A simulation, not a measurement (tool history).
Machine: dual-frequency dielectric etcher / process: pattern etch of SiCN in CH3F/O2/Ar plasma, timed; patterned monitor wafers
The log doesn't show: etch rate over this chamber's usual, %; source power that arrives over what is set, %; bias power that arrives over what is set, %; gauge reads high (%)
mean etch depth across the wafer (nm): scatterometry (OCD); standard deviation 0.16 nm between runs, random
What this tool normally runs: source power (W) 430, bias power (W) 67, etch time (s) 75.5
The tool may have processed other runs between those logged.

| run | day | source power (W) | bias power (W) | etch time (s) | wafers since the last listed run | hours since the last wet clean | hours since the last source power generator calibration | hours since the last bias power generator calibration | hours since the last upper electrode change | hours since the gauge calibration | read-back reference wafer on the same gauge, depth_nm | mean etch depth across the wafer (nm) |
|---|---|---|---|---|---|---|---|---|---|---|---|---|
| 1 | 0.000 | 430 | 67 | 75.5 | 0 | 516.9 | 1350.4 | 3866.5 | 5923.7 | 392.8 | 27.08 | 25.49 |
|  | 1.458 | wet clean of the chamber |
| 2 | 2.967 | 430 | 67 | 75.5 | 630 | 36.2 | 1421.6 | 3937.7 | 5994.9 | 464.0 | 27.10 | 26.75 |
| 3 | 5.246 | 430 | 67 | 75.5 | 731 | 90.9 | 1476.3 | 3992.4 | 6049.6 | 518.7 | 27.14 | 26.53 |
| 4 | 7.296 | 430 | 67 | 75.5 | 657 | 140.1 | 1525.5 | 4041.6 | 6098.8 | 567.9 | 27.07 | 26.32 |
| 5 | 8.717 | 430 | 67 | 75.5 | 455 | 174.2 | 1559.6 | 4075.7 | 6132.9 | 602.0 | 27.09 | 26.40 |
| 6 | 9.958 | 430 | 75 | 75.5 | 398 | 204.0 | 1589.4 | 4105.5 | 6162.7 | 631.8 | 27.09 | 27.51 |
| 7 | 12.533 | 430 | 75 | 75.5 | 825 | 265.8 | 1651.2 | 4167.3 | 6224.5 | 693.6 | 27.13 | 27.79 |
| 8 | 14.121 | 430 | 79 | 75.5 | 509 | 303.9 | 1689.3 | 4205.4 | 6262.6 | 731.7 | 27.13 | 27.97 |
|  | 14.358 | source power generator calibrated |
|  | 15.671 | bias power generator calibrated |
| 9 | 16.142 | 430 | 79 | 75.5 | 541 | 352.4 | 42.8 | 11.3 | 6311.1 | 780.2 | 27.08 | 27.96 |
| 10 | 18.850 | 430 | 50 | 69.5 | 868 | 417.4 | 107.8 | 76.3 | 6376.1 | 845.2 | 27.08 | 20.92 |
|  | 19.450 | gauge calibrated |
| 11 | 20.850 | 500 | 73 | 60.0 | 641 | 465.4 | 155.8 | 124.3 | 6424.1 | 33.6 | 27.08 | 22.54 |
|  | 23.333 | wet clean of the chamber |
| 12 | 23.433 | 430 | 50 | 69.5 | 507 | 2.4 | 217.8 | 186.3 | 6486.1 | 95.6 | 27.09 | 21.89 |
|  | 24.683 | upper electrode replaced |
| 13 | 24.929 | 430 | 67 | 75.5 | 159 | 38.3 | 253.7 | 222.2 | 5.9 | 131.5 | 27.10 | 26.78 |
| 14 | 26.846 | 430 | 52 | 68.5 | 614 | 84.3 | 299.7 | 268.2 | 51.9 | 177.5 | 27.15 | 21.50 |
| 15 | 29.638 | 370 | 55 | 96.5 | 895 | 151.3 | 366.7 | 335.2 | 118.9 | 244.5 | 27.12 | 29.17 |
| 16 | 32.612 | 360 | 67 | 56.5 | 954 | 222.7 | 438.1 | 406.6 | 190.3 | 315.9 | 27.10 | 18.17 |
| 17 | 35.129 | 360 | 67 | 56.5 | 807 | 283.1 | 498.5 | 467.0 | 250.7 | 376.3 | 27.13 | 18.18 |
| 18 | 36.138 | 460 | 67 | 75.5 | 323 | 307.3 | 522.7 | 491.2 | 274.9 | 400.5 | 27.06 | 27.05 |

Each row is a separate what-if for the run after 18, all from the same tool condition, not one after another. Results?
| A | 36.154 | 430 | 67 | 75.5 | 5 | 307.7 | 523.1 | 491.6 | 275.3 | 400.9 | ? | ? |
| B | 36.154 | 370 | 67 | 86.0 | 5 | 307.7 | 523.1 | 491.6 | 275.3 | 400.9 | ? | ? |
| C | 36.154 | 430 | 59 | 66.0 | 5 | 307.7 | 523.1 | 491.6 | 275.3 | 400.9 | ? | ? |
| D | 36.154 | 350 | 77 | 75.5 | 5 | 307.7 | 523.1 | 491.6 | 275.3 | 400.9 | ? | ? |

| run | read-back reference wafer on the same gauge, depth_nm | mean etch depth across the wafer (nm) |
|---|---|---|
| A | 27.12 | 26.22 |
| B | 27.12 | 28.09 |
| C | 27.12 | 21.72 |
| D | 27.12 | 25.60 |
Without the tool's unlogged condition, the same runs would have read:
| run | mean etch depth across the wafer (nm) |
|---|---|
| A | 26.95 |
| B | 28.87 |
| C | 22.33 |
| D | 26.31 |
